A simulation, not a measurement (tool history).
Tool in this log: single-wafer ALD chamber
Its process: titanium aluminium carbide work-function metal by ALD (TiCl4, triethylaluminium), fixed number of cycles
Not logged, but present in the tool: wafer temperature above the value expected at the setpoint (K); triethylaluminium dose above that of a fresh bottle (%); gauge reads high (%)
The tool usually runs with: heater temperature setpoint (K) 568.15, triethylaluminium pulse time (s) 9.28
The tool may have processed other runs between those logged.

run   hour  heater temperature setpoint (K)  triethylaluminium pulse time (s)  wafers since the last listed run  hours since the last thermocouple change  hours since the last triethylaluminium bottle change  hours since the showerhead was replaced  hours since the gauge calibration  read-back reference wafer on the same gauge, thickness_nm  mean film thickness on the monitor wafer (nm)
  1    0.0                           568.15                              9.28                                 0                                    1283.2                                                 806.0                                   4904.6                              111.2                                                      1.550                                          1.709
  2    6.7                           568.15                              9.28                                51                                    1289.9                                                 812.7                                   4911.3                              117.9                                                      1.550                                          1.714
  3   20.8                           568.15                              9.28                               107                                    1304.0                                                 826.8                                   4925.4                              132.0                                                      1.549                                          1.709
  4   37.0                           568.15                              9.28                               123                                    1320.2                                                 843.0                                   4941.6                              148.2                                                      1.552                                          1.701
  5   53.4                           568.15                              9.28                               124                                    1336.6                                                 859.4                                   4958.0                              164.6                                                      1.549                                          1.700
  6   61.7                           568.15                              9.28                                63                                    1344.9                                                 867.7                                   4966.3                              172.9                                                      1.550                                          1.691
  7   70.5                           568.15                              9.28                                67                                    1353.7                                                 876.5                                   4975.1                              181.7                                                      1.550                                          1.689
      81.8  -- gauge calibrated
      86.6  -- triethylaluminium bottle replaced
  8   87.1                           576.15                              9.28                                65                                    1370.3                                                   0.5                                   4991.7                                5.3                                                      1.550                                          1.858
  9   98.4                           576.15                              9.28                                86                                    1381.6                                                  11.8                                   5003.0                               16.6                                                      1.551                                          1.863
     107.9  -- thermocouple changed; heater temperature recalibrated
 10  108.4                           575.15                              9.28                                15                                       0.5                                                  21.8                                   5013.0                               26.6                                                      1.549                                          1.846
     118.8  -- showerhead replaced
 11  119.3                           555.15                             12.17                                22                                      11.4                                                  32.7                                      0.5                               37.5                                                      1.551                                          1.712
 12  124.3                           568.15                              9.28                                38                                      16.4                                                  37.7                                      5.5                               42.5                                                      1.552                                          1.789

Run 13, settings as shown, results not yet in. Your forecast:
 13  141.9                           568.15                              9.28                               134                                      34.0                                                  55.3                                     23.1                               60.1                                                          ?                                              ?

Run 13 came out at read-back reference wafer on the same gauge, thickness_nm 1.548, mean film thickness on the monitor wafer (nm) 1.793.
Without the tool's hidden state the same run would have given mean film thickness on the monitor wafer (nm) 1.805.
